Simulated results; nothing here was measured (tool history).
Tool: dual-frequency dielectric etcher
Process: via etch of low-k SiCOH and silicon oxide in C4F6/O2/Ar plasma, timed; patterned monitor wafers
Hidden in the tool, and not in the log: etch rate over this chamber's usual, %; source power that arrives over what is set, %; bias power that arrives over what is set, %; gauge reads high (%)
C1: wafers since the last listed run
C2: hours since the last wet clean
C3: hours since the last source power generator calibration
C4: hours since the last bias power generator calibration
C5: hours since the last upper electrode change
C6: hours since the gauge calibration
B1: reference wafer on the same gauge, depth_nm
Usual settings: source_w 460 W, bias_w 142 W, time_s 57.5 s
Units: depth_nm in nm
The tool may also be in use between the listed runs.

Run 1, day 0: usual settings but source_w 390 W, time_s 52.5 s; C1 0; C2 553.7; C3 604.8; C4 1999.8; C5 4415.5; C6 2021; B1 137.9. Result: depth_nm 131.2 nm.
At day 3.15: wet clean of the chamber.
Run 2, day 3.754: usual settings but source_w 390 W, time_s 52.5 s; C1 1086; C2 14.5; C3 694.9; C4 2089.9; C5 4505.6; C6 2111.1; B1 137.9. Result: depth_nm 131.1 nm.
Run 3, day 7.804: usual settings but source_w 390 W, time_s 52.5 s; C1 1597; C2 111.7; C3 792.1; C4 2187.1; C5 4602.8; C6 2208.3; B1 138.2. Result: depth_nm 131.4 nm.
Run 4, day 11.492: usual settings; C1 1454; C2 200.2; C3 880.6; C4 2275.6; C5 4691.3; C6 2296.8; B1 138. Result: depth_nm 149.6 nm.
Run 5, day 13.721: usual settings but source_w 370 W; C1 879; C2 253.7; C3 934.1; C4 2329.1; C5 4744.8; C6 2350.3; B1 138.2. Result: depth_nm 140 nm.
Run 6, day 18.204: usual settings but source_w 370 W; C1 1768; C2 361.3; C3 1041.7; C4 2436.7; C5 4852.4; C6 2457.9; B1 137.8. Result: depth_nm 140.3 nm.
At day 24.804: upper electrode replaced.
At day 25.929: wet clean of the chamber.
Run 7, day 27.042: usual settings; C1 2697; C2 26.7; C3 1253.8; C4 2648.8; C5 53.7; C6 2670; B1 138. Result: depth_nm 149.1 nm.
At day 30.7: bias power generator calibrated.
Run 8, day 30.762: usual settings; C1 1402; C2 116; C3 1343.1; C4 1.5; C5 143; C6 2759.3; B1 138. Result: depth_nm 149.1 nm.
Run 9, day 33.492: usual settings; C1 1076; C2 181.5; C3 1408.6; C4 67; C5 208.5; C6 2824.8; B1 137.8. Result: depth_nm 148.8 nm.
Run 10, day 36.408: usual settings but source_w 540 W, bias_w 111 W; C1 1150; C2 251.5; C3 1478.6; C4 137; C5 278.5; C6 2894.8; B1 138. Result: depth_nm 149.7 nm.
Run 11, day 39.567: usual settings but source_w 350 W, bias_w 156 W, time_s 66.5 s; C1 1245; C2 327.3; C3 1554.4; C4 212.8; C5 354.3; C6 2970.6; B1 138.1. Result: depth_nm 162.5 nm.
Run 12, day 43.542: usual settings but source_w 540 W; C1 1568; C2 422.7; C3 1649.8; C4 308.2; C5 449.7; C6 3066; B1 137.9. Result: depth_nm 155.4 nm.
Run 13, day 46.346: usual settings; C1 1106; C2 490; C3 1717.1; C4 375.5; C5 517; C6 3133.3; B1 138.1. Result: depth_nm 148.3 nm.
At day 46.867: gauge calibrated.
Run 14, day 48.038: usual settings; C1 667; C2 530.6; C3 1757.7; C4 416.1; C5 557.6; C6 28.1; B1 138.2. Result: depth_nm 147.8 nm.
At day 50.95: wet clean of the chamber.
Run 15, day 51.962: usual settings but source_w 400 W, bias_w 129 W, time_s 42.5 s; C1 1153; C2 24.3; C3 1851.9; C4 510.3; C5 651.8; C6 122.3; B1 138.1. Result: depth_nm 103.6 nm.
Run 16, day 54.104: usual settings but source_w 520 W, bias_w 166 W; C1 844; C2 75.7; C3 1903.3; C4 561.7; C5 703.2; C6 173.7; B1 138.2. Result: depth_nm 157.9 nm.
At day 54.871: source power generator calibrated.
Run 17, day 57.888: usual settings; C1 1426; C2 166.5; C3 72.4; C4 652.5; C5 794; C6 264.5; B1 138.1. Result: depth_nm 150.1 nm.
Run 18, day 60.367: usual settings but bias_w 152 W, time_s 50.5 s; C1 978; C2 226; C3 131.9; C4 712; C5 853.5; C6 324; B1 138. Result: depth_nm 133.2 nm.
Run 19, day 62.196: usual settings; C1 721; C2 269.9; C3 175.8; C4 755.9; C5 897.4; C6 367.9; B1 138. Result: depth_nm 150.2 nm.
Run 20, day 65.417: usual settings but bias_w 109 W; C1 1270; C2 347.2; C3 253.1; C4 833.2; C5 974.7; C6 445.2; B1 138.3. Result: depth_nm 143.4 nm.
Run 21, day 67.638: usual settings; C1 876; C2 400.5; C3 306.4; C4 886.5; C5 1028; C6 498.5; B1 138.2. Result: depth_nm 149 nm.
Run 22, day 71.062: usual settings but source_w 530 W, time_s 64 s; C1 1351; C2 482.7; C3 388.6; C4 968.7; C5 1110.2; C6 580.7; B1 138.2. Result: depth_nm 173.2 nm.
At day 74.367: wet clean of the chamber.
Run 23, day 75.312: usual settings but bias_w 123 W, time_s 68 s; C1 1282; C2 22.7; C3 490.6; C4 1070.7; C5 1212.2; C6 682.7; B1 137.9. Result: depth_nm 173 nm.
Run 24, day 77.721: usual settings; C1 950; C2 80.5; C3 548.4; C4 1128.5; C5 1270; C6 740.5; B1 138.2. Result: depth_nm 149.7 nm.
Run 25, day 82.042: usual settings but bias_w 163 W; C1 1704; C2 184.2; C3 652.1; C4 1232.2; C5 1373.7; C6 844.2; B1 138.3. Result: depth_nm 153.8 nm.
Run 26, day 85.588: usual settings; C1 1398; C2 269.3; C3 737.2; C4 1317.3; C5 1458.8; C6 929.3; B1 138. Result: depth_nm 149.5 nm.
Run 27, day 87.908: usual settings; C1 915; C2 325; C3 792.9; C4 1373; C5 1514.5; C6 985; B1 138.3. Result: depth_nm 149.4 nm.
Run 28, day 90.871: usual settings but bias_w 156 W; C1 1168; C2 396.1; C3 864; C4 1444.1; C5 1585.6; C6 1056.1; B1 137.9. Result: depth_nm 153.4 nm.
At day 95.833: wet clean of the chamber.
Run 29, day 95.854: usual settings but source_w 580 W, bias_w 176 W, time_s 50 s; C1 1571; C2 0.5; C3 983.6; C4 1563.7; C5 1705.2; C6 1175.7; B1 138.2. Result: depth_nm 145.2 nm.

Some steps in depth_nm between neighbouring runs. How much of each would the tool show without its hidden state too (settings, what came in, random variation), and how much is left for the hidden state, with any gauge scatter that isn't in both results?
Run 14 -> 15: source_w 460 -> 400, bias_w 142 -> 129, time_s 57.5 -> 42.5, wet clean of the chamber. depth_nm -44.2 nm: hidden state +0.4, all else -44.6.
Run 15 -> 16: source_w 400 -> 520, bias_w 129 -> 166, time_s 42.5 -> 57.5. depth_nm +54.3 nm: hidden state -0.9, all else +55.2.
Run 16 -> 17: source_w 520 -> 460, bias_w 166 -> 142, source power generator calibrated. depth_nm -7.8 nm: hidden state +2.1, all else -9.9.
